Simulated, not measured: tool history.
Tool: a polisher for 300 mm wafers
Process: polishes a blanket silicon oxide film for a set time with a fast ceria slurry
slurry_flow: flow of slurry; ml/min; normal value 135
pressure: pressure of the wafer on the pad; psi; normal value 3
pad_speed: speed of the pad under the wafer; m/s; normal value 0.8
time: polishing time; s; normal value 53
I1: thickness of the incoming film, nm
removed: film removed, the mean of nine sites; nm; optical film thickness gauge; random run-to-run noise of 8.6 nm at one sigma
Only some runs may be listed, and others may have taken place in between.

Run 1, hour 0: usual settings; I1 3363.1. Result: removed 561.6 nm.
At hour 21.6: worn pad replaced by a new one.
At hour 176.7: slurry nozzle cleaned.
Run 2, hour 226.3: usual settings; I1 3431.7. Result: removed 577.6 nm.
Run 3, hour 275.2: usual settings but time 46 s; I1 3415.6. Result: removed 478.7 nm.
At hour 311.5: worn pad replaced by a new one.
Run 4, hour 337.4: usual settings; I1 3435.2. Result: removed 616.5 nm.
Run 5, hour 393.7: usual settings; I1 3411.2. Result: removed 607.8 nm.
Run 6, hour 495.8: usual settings; I1 3404.7. Result: removed 575.1 nm.
Run 7, hour 553: usual settings; I1 3429.3. Result: removed 563.2 nm.
At hour 594.3: head pressure recalibrated.
At hour 598.3: worn pad replaced by a new one, of another model than before.
Run 8, hour 622.9: usual settings but slurry_flow 155 ml/min, pressure 2.3 psi; I1 3430. Result: removed 566.4 nm.
Run 9, hour 664.5: usual settings but slurry_flow 155 ml/min, pressure 2.3 psi; I1 3403.6. Result: removed 567.7 nm.
Run 10, hour 856.3: usual settings but slurry_flow 155 ml/min, pressure 2.3 psi; I1 3448.9. Result: removed 517.4 nm.
At hour 898.8: slurry nozzle cleaned.
At hour 919.6: worn pad replaced by a new one.
Run 11, hour 945.5: usual settings but pad_speed 0.92 m/s; I1 3371.8. Result: removed 675.7 nm.
Run 12, hour 1021.3: usual settings but slurry_flow 155 ml/min, time 41 s; I1 3449.8. Result: removed 470.3 nm.
Run 13, hour 1096.7: usual settings but slurry_flow 115 ml/min, pad_speed 0.96 m/s; I1 3371.4. Result: removed 621.1 nm.
Run 14, hour 1180.6: usual settings but slurry_flow 155 ml/min, pressure 2.1 psi, pad_speed 1.04 m/s, time 46 s; I1 3364.8. Result: removed 533.7 nm.

Run 15 has not been measured yet. What should we expect?
At hour 1268.5: worn pad replaced by a new one.
Run 15, hour 1288.1: usual settings but pressure 3.3 psi, pad_speed 0.56 m/s; I1 3415. Result: removed ?.

{"run 15": {"removed": 504.8}}
With the hidden condition absent and the run-to-run variation left alone, this run would have shown removed 516.9 nm.
